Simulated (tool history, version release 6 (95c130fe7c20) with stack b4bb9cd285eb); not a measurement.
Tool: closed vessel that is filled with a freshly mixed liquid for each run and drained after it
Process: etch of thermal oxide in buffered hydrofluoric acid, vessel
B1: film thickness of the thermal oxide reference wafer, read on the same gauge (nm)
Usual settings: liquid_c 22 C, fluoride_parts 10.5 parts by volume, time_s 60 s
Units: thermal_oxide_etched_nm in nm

Run 1, hour 0: usual settings but time_s 45 s; B1 100.87. Result: thermal_oxide_etched_nm 46.97 nm.
Run 2, hour 29.1: usual settings but time_s 45 s; B1 100.96. Result: thermal_oxide_etched_nm 47.01 nm.
Run 3, hour 59.9: usual settings but time_s 35 s; B1 101.13. Result: thermal_oxide_etched_nm 36.8 nm.
Run 4, hour 88.4: usual settings but time_s 35 s; B1 101.18. Result: thermal_oxide_etched_nm 36.73 nm.
Run 5, hour 117.8: usual settings; B1 101.25. Result: thermal_oxide_etched_nm 63.38 nm.
Run 6, hour 145.4: usual settings; B1 101.25. Result: thermal_oxide_etched_nm 62.84 nm.
Run 7, hour 157.7: usual settings; B1 101.27. Result: thermal_oxide_etched_nm 63.07 nm.
Run 8, hour 176.1: usual settings; B1 101.32. Result: thermal_oxide_etched_nm 62.83 nm.
At hour 185.5: gauge calibrated.
Run 9, hour 200.3: usual settings; B1 100.2. Result: thermal_oxide_etched_nm 62.59 nm.
Run 10, hour 235.7: usual settings but fluoride_parts 12 parts by volume; B1 100.54. Result: thermal_oxide_etched_nm 54.58 nm.
Run 11, hour 268.9: usual settings; B1 100.79. Result: thermal_oxide_etched_nm 62.69 nm.
Run 12, hour 302.7: usual settings but liquid_c 24 C, fluoride_parts 8.5 parts by volume; B1 100.95. Result: thermal_oxide_etched_nm 83.61 nm.
Run 13, hour 334.2: usual settings; B1 101.07. Result: thermal_oxide_etched_nm 62.82 nm.
Run 14, hour 364.8: usual settings but liquid_c 25.5 C; B1 101.15. Result: thermal_oxide_etched_nm 76.32 nm.
Run 15, hour 378.5: usual settings but liquid_c 19.5 C, fluoride_parts 7 parts by volume; B1 101.19. Result: thermal_oxide_etched_nm 80.32 nm.
Run 16, hour 405.3: usual settings but liquid_c 26.5 C; B1 101.22. Result: thermal_oxide_etched_nm 80.58 nm.
At hour 408.1: thermometer replaced.
At hour 429.1: hydrofluoric acid flow meter replaced.
Run 17, hour 429.7: usual settings but liquid_c 20.5 C, fluoride_parts 7.5 parts by volume; B1 101.21. Result: thermal_oxide_etched_nm 78.92 nm.
Run 18, hour 453.6: usual settings; B1 101.33. Result: thermal_oxide_etched_nm 62.9 nm.
At hour 471.6: gauge calibrated.
Run 19, hour 488.6: usual settings but liquid_c 26 C, time_s 35 s; B1 100.19. Result: thermal_oxide_etched_nm 45.26 nm.
Run 20, hour 508.5: usual settings but liquid_c 23.5 C, fluoride_parts 14 parts by volume, time_s 30 s; B1 100.34. Result: thermal_oxide_etched_nm 25.56 nm.
Run 21, hour 533.9: usual settings; B1 100.53. Result: thermal_oxide_etched_nm 62.5 nm.
Run 22, hour 560: usual settings but fluoride_parts 9.5 parts by volume, time_s 30 s; B1 100.7. Result: thermal_oxide_etched_nm 34.17 nm.

Forecast each of these 3 alternatives for the next run:
Run A, hour 560.7: usual settings; B1 ?. Result: thermal_oxide_etched_nm ?.
Run B, hour 560.7: usual settings but liquid_c 17 C, fluoride_parts 7 parts by volume, time_s 95 s; B1 ?. Result: thermal_oxide_etched_nm ?.
Run C, hour 560.7: usual settings but liquid_c 24 C; B1 ?. Result: thermal_oxide_etched_nm ?.

run      B1  thermal_oxide_etched_nm
  A  100.73                    62.12
  B  100.73                   109.28
  C  100.73                    69.33
Without the tool's hidden state the same runs would have given:
run  thermal_oxide_etched_nm
  A                    61.68
  B                   108.51
  C                    68.84

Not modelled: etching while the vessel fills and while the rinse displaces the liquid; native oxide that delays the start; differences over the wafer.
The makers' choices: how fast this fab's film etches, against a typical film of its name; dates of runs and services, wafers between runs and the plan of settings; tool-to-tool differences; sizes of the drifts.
